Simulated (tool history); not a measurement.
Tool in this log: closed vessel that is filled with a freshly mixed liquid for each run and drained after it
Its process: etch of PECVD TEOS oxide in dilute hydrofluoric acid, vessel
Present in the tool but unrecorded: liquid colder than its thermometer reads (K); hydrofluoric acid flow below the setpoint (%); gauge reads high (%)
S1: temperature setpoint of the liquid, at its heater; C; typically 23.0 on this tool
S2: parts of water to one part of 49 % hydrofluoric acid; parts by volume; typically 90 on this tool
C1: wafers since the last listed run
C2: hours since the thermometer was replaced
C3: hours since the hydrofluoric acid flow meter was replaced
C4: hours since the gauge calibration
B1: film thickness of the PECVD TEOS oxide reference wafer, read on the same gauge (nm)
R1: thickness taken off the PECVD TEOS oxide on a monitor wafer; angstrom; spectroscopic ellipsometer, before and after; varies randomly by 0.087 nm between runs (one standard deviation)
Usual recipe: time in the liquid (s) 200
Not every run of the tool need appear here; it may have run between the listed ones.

{"run": 1, "hour": 0.0, "S1": 23.0, "S2": 90, "time in the liquid (s)": 200, "C1": 0, "C2": 503.1, "C3": 2001.0, "C4": 556.8, "B1": 100.02, "R1": 191.7}
{"run": 2, "hour": 47.0, "S1": 23.0, "S2": 115, "time in the liquid (s)": 200, "C1": 3562, "C2": 550.1, "C3": 2048.0, "C4": 603.8, "B1": 99.96, "R1": 145.3}
{"run": 3, "hour": 96.0, "S1": 23.0, "S2": 115, "time in the liquid (s)": 200, "C1": 3714, "C2": 599.1, "C3": 2097.0, "C4": 652.8, "B1": 100.0, "R1": 145.2}
{"run": 4, "hour": 200.9, "S1": 23.0, "S2": 115, "time in the liquid (s)": 200, "C1": 7951, "C2": 704.0, "C3": 2201.9, "C4": 757.7, "B1": 100.0, "R1": 145.6}
{"run": 5, "hour": 290.5, "S1": 23.0, "S2": 55, "time in the liquid (s)": 200, "C1": 6791, "C2": 793.6, "C3": 2291.5, "C4": 847.3, "B1": 100.05, "R1": 324.2}
{"hour": 433.7, "done": "gauge calibrated"}
{"hour": 501.7, "done": "hydrofluoric acid flow meter replaced"}
{"run": 6, "hour": 507.7, "S1": 23.0, "S2": 90, "time in the liquid (s)": 200, "C1": 16388, "C2": 1010.8, "C3": 6.0, "C4": 74.0, "B1": 99.98, "R1": 187.7}
{"hour": 522.2, "done": "thermometer replaced"}
{"run": 7, "hour": 594.5, "S1": 23.0, "S2": 90, "time in the liquid (s)": 200, "C1": 6503, "C2": 72.3, "C3": 92.8, "C4": 160.8, "B1": 99.99, "R1": 182.0}
{"run": 8, "hour": 631.6, "S1": 23.0, "S2": 90, "time in the liquid (s)": 200, "C1": 2812, "C2": 109.4, "C3": 129.9, "C4": 197.9, "B1": 99.97, "R1": 181.0}
{"hour": 672.9, "done": "thermometer replaced, repeated, since the last time left the tool worse"}
{"run": 9, "hour": 717.5, "S1": 27.0, "S2": 60, "time in the liquid (s)": 200, "C1": 6435, "C2": 44.6, "C3": 215.8, "C4": 283.8, "B1": 99.97, "R1": 358.7}
{"run": 10, "hour": 768.6, "S1": 24.5, "S2": 135, "time in the liquid (s)": 150, "C1": 3873, "C2": 95.7, "C3": 266.9, "C4": 334.9, "B1": 100.04, "R1": 99.1}
{"run": 11, "hour": 805.2, "S1": 19.0, "S2": 80, "time in the liquid (s)": 235, "C1": 2774, "C2": 132.3, "C3": 303.5, "C4": 371.5, "B1": 99.97, "R1": 220.9}
{"run": 12, "hour": 897.2, "S1": 23.0, "S2": 90, "time in the liquid (s)": 200, "C1": 6973, "C2": 224.3, "C3": 395.5, "C4": 463.5, "B1": 100.03, "R1": 194.9}
{"run": 13, "hour": 953.7, "S1": 21.0, "S2": 120, "time in the liquid (s)": 290, "C1": 4282, "C2": 280.8, "C3": 452.0, "C4": 520.0, "B1": 100.0, "R1": 188.8}
{"run": 14, "hour": 995.6, "S1": 27.5, "S2": 115, "time in the liquid (s)": 300, "C1": 3176, "C2": 322.7, "C3": 493.9, "C4": 561.9, "B1": 99.98, "R1": 260.8}

Forecast each of these 5 alternatives for the next run:
{"run": "A", "hour": 996.3, "S1": 23.0, "S2": 90, "time in the liquid (s)": 200, "C1": 53, "C2": 323.4, "C3": 494.6, "C4": 562.6, "B1": "?", "R1": "?"}
{"run": "B", "hour": 996.3, "S1": 26.0, "S2": 65, "time in the liquid (s)": 155, "C1": 53, "C2": 323.4, "C3": 494.6, "C4": 562.6, "B1": "?", "R1": "?"}
{"run": "C", "hour": 996.3, "S1": 24.5, "S2": 45, "time in the liquid (s)": 275, "C1": 53, "C2": 323.4, "C3": 494.6, "C4": 562.6, "B1": "?", "R1": "?"}
{"run": "D", "hour": 996.3, "S1": 24.5, "S2": 55, "time in the liquid (s)": 100, "C1": 53, "C2": 323.4, "C3": 494.6, "C4": 562.6, "B1": "?", "R1": "?"}
{"run": "E", "hour": 996.3, "S1": 25.5, "S2": 90, "time in the liquid (s)": 200, "C1": 53, "C2": 323.4, "C3": 494.6, "C4": 562.6, "B1": "?", "R1": "?"}

run=A B1=99.97 R1=192.7
run=B B1=99.97 R1=240.9
run=C B1=99.97 R1=596.6
run=D B1=99.97 R1=175.2
run=E B1=99.97 R1=213.0
Without the tool's unlogged condition, the same runs would have read:
run=A R1=196.6
run=B R1=245.7
run=C R1=608.7
run=D R1=178.7
run=E R1=217.1

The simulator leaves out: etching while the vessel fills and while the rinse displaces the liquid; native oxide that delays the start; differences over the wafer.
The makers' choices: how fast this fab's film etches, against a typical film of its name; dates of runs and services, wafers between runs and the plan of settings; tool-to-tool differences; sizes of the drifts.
